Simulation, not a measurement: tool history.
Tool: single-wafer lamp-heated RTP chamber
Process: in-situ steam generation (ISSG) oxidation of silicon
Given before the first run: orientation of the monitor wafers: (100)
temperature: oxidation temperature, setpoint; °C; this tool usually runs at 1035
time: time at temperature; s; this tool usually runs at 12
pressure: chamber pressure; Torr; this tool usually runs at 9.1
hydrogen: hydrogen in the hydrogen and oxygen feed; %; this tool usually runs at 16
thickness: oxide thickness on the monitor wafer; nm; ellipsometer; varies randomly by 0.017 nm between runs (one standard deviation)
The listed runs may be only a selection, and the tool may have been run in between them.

run,hour,temperature,time,pressure,hydrogen,"read-back reference wafer on the same gauge, thickness",thickness
1,0.0,1035,12,9.1,16,3.955,4.268
2,13.3,1035,12,9.1,16,3.953,4.240
3,29.4,1035,12,9.1,16,3.945,4.264
4,38.0,1035,12,9.1,16,3.949,4.251
5,49.1,1035,12,9.1,16,3.954,4.259
6,62.8,1035,12,9.1,16,3.955,4.315
7,75.1,1035,11,9.6,16,3.954,4.067
8,91.0,1035,11,9.6,16,3.947,4.104
# hour 102.1: gauge calibrated
9,107.4,1035,11,9.6,16,3.944,4.091
10,134.5,1035,14,9.1,16,3.952,4.669
11,152.2,1035,14,9.1,16,3.954,4.683
12,162.2,1035,14,9.1,16,3.947,4.671
13,175.9,1049,12,9.1,20,3.952,4.889
14,189.2,1025,12,9.1,11,3.949,3.822
15,197.7,1030,9,10.2,16,3.945,3.656
# hour 209.0: hydrogen flow controller replaced
16,213.5,1049,12,9.1,16,3.952,4.695
# hour 222.2: pyrometer window cleaned and pyrometer calibrated
# hour 235.5: pressure gauge zeroed
17,236.0,1035,12,9.1,16,3.951,4.158
18,239.2,1035,12,9.1,16,3.949,4.199
19,246.0,1035,8,7.8,16,3.957,3.425
20,256.6,1024,10,9.1,21,3.946,3.863
21,266.6,1035,12,9.1,11,3.944,3.811
22,277.5,1035,12,9.1,16,3.951,4.186
23,287.5,1035,9,8.2,20,3.952,3.869
# hour 292.4: gauge calibrated
24,297.9,1035,12,9.1,16,3.954,4.176

Branching from run 24: 5 alternative next runs. What would each branch give?
A,298.3,1043,12,9.1,16,?,?
B,298.3,1046,12,9.1,21,?,?
C,298.3,1045,10,10.2,16,?,?
D,298.3,1035,17,9.1,16,?,?
E,298.3,1025,9,7.6,23,?,?

run,"read-back reference wafer on the same gauge, thickness",thickness
A,3.947,4.319
B,3.947,4.669
C,3.947,3.915
D,3.947,4.948
E,3.947,3.861
Take away the tool's hidden state, keep each run's random variation, and the runs would have read:
run,thickness
A,4.303
B,4.651
C,3.901
D,4.929
E,3.849
